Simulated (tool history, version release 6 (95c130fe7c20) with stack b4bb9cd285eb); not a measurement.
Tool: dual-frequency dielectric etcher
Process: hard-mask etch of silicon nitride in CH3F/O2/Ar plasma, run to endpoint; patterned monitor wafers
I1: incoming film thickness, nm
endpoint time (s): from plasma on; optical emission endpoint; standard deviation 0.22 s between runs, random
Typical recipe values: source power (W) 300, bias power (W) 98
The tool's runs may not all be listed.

Run 1, hour 0.0: usual settings but source power (W) 240, bias power (W) 107; I1 54.7. Result: endpoint time (s) 76.5.
Run 2, hour 25.7: usual settings but source power (W) 240, bias power (W) 107; I1 55.1. Result: endpoint time (s) 76.5.
Run 3, hour 53.3: usual settings but source power (W) 240, bias power (W) 107; I1 54.3. Result: endpoint time (s) 75.3.
Run 4, hour 88.1: usual settings but bias power (W) 110; I1 54.5. Result: endpoint time (s) 66.7.
Run 5, hour 110.4: usual settings but source power (W) 270; I1 55.4. Result: endpoint time (s) 75.6.
Run 6, hour 125.4: usual settings but source power (W) 270; I1 55.1. Result: endpoint time (s) 75.1.
At hour 170.4: wet clean of the chamber.
Run 7, hour 170.9: usual settings but source power (W) 270; I1 55.0. Result: endpoint time (s) 77.8.
Run 8, hour 171.2: usual settings; I1 54.3. Result: endpoint time (s) 72.7.
Run 9, hour 189.6: usual settings; I1 54.6. Result: endpoint time (s) 73.3.
Run 10, hour 207.6: usual settings but source power (W) 350; I1 54.8. Result: endpoint time (s) 68.7.
Run 11, hour 220.6: usual settings but source power (W) 350; I1 54.8. Result: endpoint time (s) 68.5.
Run 12, hour 248.3: usual settings; I1 54.9. Result: endpoint time (s) 73.3.
At hour 280.5: bias power generator calibrated.
Run 13, hour 281.0: usual settings but bias power (W) 79; I1 55.0. Result: endpoint time (s) 81.8.
Run 14, hour 311.0: usual settings but bias power (W) 79; I1 54.6. Result: endpoint time (s) 81.2.
Run 15, hour 338.7: usual settings; I1 54.2. Result: endpoint time (s) 72.0.
Run 16, hour 368.9: usual settings but source power (W) 330, bias power (W) 108; I1 54.9. Result: endpoint time (s) 66.4.
Run 17, hour 387.1: usual settings but source power (W) 270, bias power (W) 83; I1 55.3. Result: endpoint time (s) 83.7.
Run 18, hour 416.0: usual settings; I1 54.6. Result: endpoint time (s) 71.8.
Run 19, hour 462.5: usual settings but source power (W) 240, bias power (W) 78; I1 54.5. Result: endpoint time (s) 89.1.
At hour 490.5: source power generator calibrated.
Run 20, hour 491.0: usual settings but source power (W) 220, bias power (W) 83; I1 54.7. Result: endpoint time (s) 89.9.
At hour 539.5: upper electrode replaced.
Run 21, hour 586.4: usual settings but source power (W) 260, bias power (W) 115; I1 54.3. Result: endpoint time (s) 69.7.
Run 22, hour 612.8: usual settings but source power (W) 320, bias power (W) 110; I1 54.8. Result: endpoint time (s) 65.6.
At hour 642.7: wet clean of the chamber.
Run 23, hour 643.2: usual settings but bias power (W) 77; I1 54.9. Result: endpoint time (s) 83.4.
Run 24, hour 651.7: usual settings; I1 54.9. Result: endpoint time (s) 73.8.
Run 25, hour 668.6: usual settings; I1 54.4. Result: endpoint time (s) 73.0.
Run 26, hour 687.4: usual settings but source power (W) 250; I1 54.8. Result: endpoint time (s) 79.7.
Run 27, hour 711.7: usual settings; I1 54.4. Result: endpoint time (s) 72.3.
Run 28, hour 731.6: usual settings but bias power (W) 85; I1 55.2. Result: endpoint time (s) 78.9.
Run 29, hour 749.6: usual settings but bias power (W) 80; I1 54.3. Result: endpoint time (s) 80.0.
Run 30, hour 830.6: usual settings but bias power (W) 113; I1 54.5. Result: endpoint time (s) 67.3.
Run 31, hour 855.1: usual settings but source power (W) 370; I1 55.4. Result: endpoint time (s) 67.1.

Branching from run 31: 3 alternative next runs. What would each branch give?
Run A, hour 855.5: usual settings; I1 55.0. Result: endpoint time (s) ?.
Run B, hour 855.5: usual settings but source power (W) 320, bias power (W) 119; I1 55.0. Result: endpoint time (s) ?.
Run C, hour 855.5: usual settings but source power (W) 360, bias power (W) 87; I1 55.0. Result: endpoint time (s) ?.

run  endpoint time (s)
  A               73.0
  B               64.4
  C               71.5
Had the tool no hidden state, the same runs would have come out as:
run  endpoint time (s)
  A               74.1
  B               65.4
  C               72.6
